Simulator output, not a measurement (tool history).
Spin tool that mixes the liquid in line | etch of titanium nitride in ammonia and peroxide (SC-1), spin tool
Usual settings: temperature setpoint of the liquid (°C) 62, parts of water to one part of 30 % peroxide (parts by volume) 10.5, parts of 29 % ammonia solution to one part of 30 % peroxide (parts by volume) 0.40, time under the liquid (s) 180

run,hour,temperature setpoint of the liquid (°C),parts of water to one part of 30 % peroxide (parts by volume),parts of 29 % ammonia solution to one part of 30 % peroxide (parts by volume),time under the liquid (s),"read-back film thickness of the titanium nitride reference wafer, read on the same gauge (nm)",thickness taken off the titanium nitride on a monitor wafer (Å)
1,0.0,62,10.5,0.40,180,109.99,162.1
2,18.0,62,10.5,0.40,180,109.95,160.3
3,24.7,62,10.5,0.40,180,110.00,161.5
4,35.4,62,10.5,0.40,180,109.99,161.5
5,51.5,62,10.5,0.40,180,109.96,160.7
6,65.2,62,10.5,0.40,180,110.07,160.7
7,82.6,62,10.5,0.40,180,109.99,159.7
8,92.8,62,10.5,0.30,180,110.02,151.5
9,99.2,62,10.5,0.30,180,109.99,152.5
10,110.4,62,10.5,0.30,180,110.01,151.6
# hour 121.5: heated supply line repaired
11,128.1,62,10.5,0.40,255,110.01,291.6
12,139.6,62,10.5,0.40,180,110.02,205.0
# hour 141.8: gauge calibrated
13,151.2,62,15.0,0.40,180,110.00,169.7
14,161.3,62,8.0,0.25,180,109.95,217.5
15,177.3,62,8.0,0.40,180,110.04,234.0
# hour 184.6: thermometer replaced
16,188.3,62,9.0,0.25,250,109.98,329.7
# hour 204.8: new drum of ammonia solution connected
17,205.3,54,10.5,0.40,230,109.94,178.3
# hour 212.1: ammonia flow meter replaced
18,220.9,70,6.5,0.55,120,109.98,354.3
19,228.9,67,14.5,0.55,90,110.00,146.1
20,237.0,62,10.5,0.40,180,109.99,238.4
21,250.0,62,13.5,0.25,105,109.99,110.4
22,265.9,62,10.5,0.40,180,110.00,234.0
23,273.8,62,10.5,0.40,180,110.00,233.9

Forecast each of these 5 alternatives for the next run:
A,274.3,62,12.0,0.40,180,?,?
B,274.3,62,10.5,0.40,135,?,?
C,274.3,67,10.5,0.55,80,?,?
D,274.3,62,10.5,0.35,220,?,?
E,274.3,62,14.5,0.40,80,?,?

run,"read-back film thickness of the titanium nitride reference wafer, read on the same gauge (nm)",thickness taken off the titanium nitride on a monitor wafer (Å)
A,109.99,218.9
B,109.99,176.3
C,109.99,152.4
D,109.99,280.4
E,109.99,87.8
Without the tool's hidden state the same runs would have given:
run,thickness taken off the titanium nitride on a monitor wafer (Å)
A,236.8
B,190.7
C,164.5
D,303.4
E,95.0

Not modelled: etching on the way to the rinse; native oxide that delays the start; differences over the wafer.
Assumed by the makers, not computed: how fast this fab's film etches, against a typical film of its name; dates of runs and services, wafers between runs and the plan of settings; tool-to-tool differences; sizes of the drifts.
